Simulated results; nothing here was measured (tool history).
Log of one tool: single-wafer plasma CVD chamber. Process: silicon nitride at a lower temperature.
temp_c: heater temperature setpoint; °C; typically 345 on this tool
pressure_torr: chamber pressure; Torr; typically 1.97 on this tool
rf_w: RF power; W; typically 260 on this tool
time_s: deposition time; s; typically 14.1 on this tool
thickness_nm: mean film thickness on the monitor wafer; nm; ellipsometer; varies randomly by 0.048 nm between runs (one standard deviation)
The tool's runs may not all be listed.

run,day,temp_c,pressure_torr,rf_w,time_s,"read-back reference wafer on the same gauge, thickness_nm",thickness_nm
1,0,345,1.97,295,14.1,18.8,16.243
2,0.662,350,1.97,260,14.1,18.802,14.883
3,1.129,345,1.97,260,14.1,18.822,14.925
4,1.617,345,1.97,260,14.1,18.796,14.918
5,2.062,345,1.97,260,14.1,18.8,14.865
6,2.321,345,1.97,260,14.1,18.793,14.896
7,3.042,345,1.97,260,14.1,18.776,14.886
8,3.771,345,1.97,260,14.1,18.777,14.798
9,4.154,345,1.97,260,14.1,18.806,14.924
# day 4.871: thermocouple changed; heater temperature recalibrated
10,4.892,345,1.97,240,14.1,18.792,14.075
11,4.946,345,1.97,260,14.1,18.81,14.815
12,6.083,345,1.97,260,15.5,18.791,16.32
13,6.717,345,1.97,260,15.5,18.797,16.279
14,7.25,345,1.97,260,15.5,18.813,16.161
# day 7.8: capacitance manometer re-zeroed and calibrated
15,7.821,352,1.97,260,14.1,18.801,14.716
16,8.125,345,1.97,260,14.1,18.809,14.692
17,8.692,345,1.75,260,14.1,18.799,13.891
18,9.254,345,1.97,260,14.1,18.795,14.69
# day 9.829: gauge calibrated
19,9.992,345,1.61,260,14.1,18.829,13.193
20,10.462,345,1.97,260,14.1,18.809,14.618
# day 11.021: RF generator calibrated
21,11.042,345,1.97,260,14.1,18.801,15.689
22,11.375,330,1.97,260,14.1,18.771,15.813
# day 12.271: showerhead replaced
23,12.292,345,1.97,225,14.1,18.795,14.236
24,13.117,330,1.56,260,11.9,18.796,11.856
25,13.371,345,1.97,260,14.1,18.807,15.758
26,13.867,351,1.68,260,15.4,18.789,15.822
27,14.388,340,2.14,300,14.1,18.8,17.94
28,14.95,345,1.61,260,14.1,18.796,14.194
29,15.371,345,2.19,235,16.8,18.804,18.256
30,15.871,351,1.8,260,14.1,18.821,15.132

Alternative continuations, all from the tool just after run 30; predict every row:
A,15.888,345,1.97,245,14.1,?,?
B,15.888,339,1.73,275,14.1,?,?
C,15.888,340,1.97,260,14.1,?,?

run,"read-back reference wafer on the same gauge, thickness_nm",thickness_nm
A,18.795,15.17
B,18.795,15.434
C,18.795,15.822
Without the tool's hidden state the same runs would have given:
run,thickness_nm
A,15.214
B,15.477
C,15.868
